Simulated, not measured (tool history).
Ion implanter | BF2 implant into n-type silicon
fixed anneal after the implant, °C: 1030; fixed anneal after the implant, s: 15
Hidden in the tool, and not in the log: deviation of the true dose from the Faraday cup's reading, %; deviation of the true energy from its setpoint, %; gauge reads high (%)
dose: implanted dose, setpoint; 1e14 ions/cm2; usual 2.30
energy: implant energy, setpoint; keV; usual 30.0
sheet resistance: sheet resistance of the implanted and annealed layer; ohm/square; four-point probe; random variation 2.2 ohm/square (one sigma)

| run | hour | dose | energy | wafers since the last listed run | hours since the last dose calibration | hours since the extraction supply was calibrated | hours since the gauge calibration | read-back reference wafer on the same gauge, sheet resistance | sheet resistance |
|---|---|---|---|---|---|---|---|---|---|
| 1 | 0.0 | 2.08 | 30.0 | 0 | 824.8 | 5661.2 | 838.6 | 421.55 | 496.45 |
| 2 | 96.6 | 2.08 | 30.0 | 1526 | 921.4 | 5757.8 | 935.2 | 420.61 | 490.63 |
| 3 | 203.9 | 2.08 | 30.0 | 1695 | 1028.7 | 5865.1 | 1042.5 | 420.97 | 493.21 |
| 4 | 295.0 | 2.30 | 30.0 | 1439 | 1119.8 | 5956.2 | 1133.6 | 420.61 | 454.02 |
| 5 | 342.4 | 2.30 | 30.0 | 748 | 1167.2 | 6003.6 | 1181.0 | 420.88 | 455.18 |
| 6 | 441.9 | 2.30 | 30.0 | 1572 | 1266.7 | 6103.1 | 1280.5 | 421.16 | 454.14 |
| 7 | 498.3 | 2.30 | 30.0 | 891 | 1323.1 | 6159.5 | 1336.9 | 421.15 | 454.45 |
| 8 | 551.6 | 2.30 | 30.0 | 842 | 1376.4 | 6212.8 | 1390.2 | 421.09 | 454.69 |
|  | 601.2 | gauge calibrated |
| 9 | 616.6 | 2.30 | 30.0 | 1027 | 1441.4 | 6277.8 | 15.4 | 420.76 | 450.29 |
| 10 | 682.7 | 2.30 | 30.0 | 1044 | 1507.5 | 6343.9 | 81.5 | 420.61 | 453.64 |
| 11 | 723.1 | 2.30 | 30.0 | 638 | 1547.9 | 6384.3 | 121.9 | 421.12 | 453.63 |
| 12 | 995.5 | 2.68 | 30.0 | 4304 | 1820.3 | 6656.7 | 394.3 | 421.70 | 397.70 |
| 13 | 1035.0 | 2.86 | 30.0 | 624 | 1859.8 | 6696.2 | 433.8 | 421.22 | 377.18 |
| 14 | 1083.3 | 2.30 | 30.0 | 763 | 1908.1 | 6744.5 | 482.1 | 421.04 | 455.11 |
| 15 | 1133.8 | 1.83 | 34.5 | 797 | 1958.6 | 6795.0 | 532.6 | 421.09 | 538.80 |
| 16 | 1176.9 | 2.80 | 40.0 | 681 | 2001.7 | 6838.1 | 575.7 | 421.47 | 372.84 |
|  | 1227.1 | extraction supply calibrated |
| 17 | 1269.9 | 1.82 | 30.0 | 1343 | 2094.7 | 42.8 | 668.7 | 421.04 | 549.76 |
| 18 | 1372.0 | 2.30 | 20.5 | 1613 | 2196.8 | 144.9 | 770.8 | 420.92 | 470.35 |
| 19 | 1474.3 | 2.30 | 30.0 | 1616 | 2299.1 | 247.2 | 873.1 | 420.73 | 456.14 |
|  | 1523.9 | Faraday cup replaced and dose calibrated |
| 20 | 1579.9 | 1.79 | 39.5 | 1542 | 56.0 | 352.8 | 978.7 | 420.86 | 552.43 |
| 21 | 1643.3 | 2.53 | 37.5 | 1001 | 119.4 | 416.2 | 1042.1 | 420.60 | 419.65 |
| 22 | 1731.1 | 2.66 | 24.5 | 1387 | 207.2 | 504.0 | 1129.9 | 420.37 | 413.46 |
|  | 1791.1 | gauge calibrated |
| 23 | 1815.8 | 2.30 | 30.0 | 1338 | 291.9 | 588.7 | 24.7 | 420.67 | 461.59 |
| 24 | 1896.4 | 2.30 | 36.5 | 1273 | 372.5 | 669.3 | 105.3 | 420.74 | 449.44 |
| 25 | 1955.6 | 1.74 | 30.0 | 935 | 431.7 | 728.5 | 164.5 | 420.93 | 581.69 |

5 ways to go on from here, each from the tool as it stands after run 25. What would each give?
| A | 1956.0 | 1.83 | 30.0 | 6 | 432.1 | 728.9 | 164.9 | ? | ? |
| B | 1956.0 | 2.96 | 20.0 | 6 | 432.1 | 728.9 | 164.9 | ? | ? |
| C | 1956.0 | 1.75 | 40.0 | 6 | 432.1 | 728.9 | 164.9 | ? | ? |
| D | 1956.0 | 2.60 | 37.5 | 6 | 432.1 | 728.9 | 164.9 | ? | ? |
| E | 1956.0 | 2.30 | 22.0 | 6 | 432.1 | 728.9 | 164.9 | ? | ? |

| run | read-back reference wafer on the same gauge, sheet resistance | sheet resistance |
|---|---|---|
| A | 420.81 | 558.52 |
| B | 420.81 | 388.51 |
| C | 420.81 | 559.80 |
| D | 420.81 | 407.20 |
| E | 420.81 | 476.59 |
Without the tool's hidden state the same runs would have given:
| run | sheet resistance |
|---|---|
| A | 564.21 |
| B | 392.55 |
| C | 565.41 |
| D | 411.40 |
| E | 481.58 |
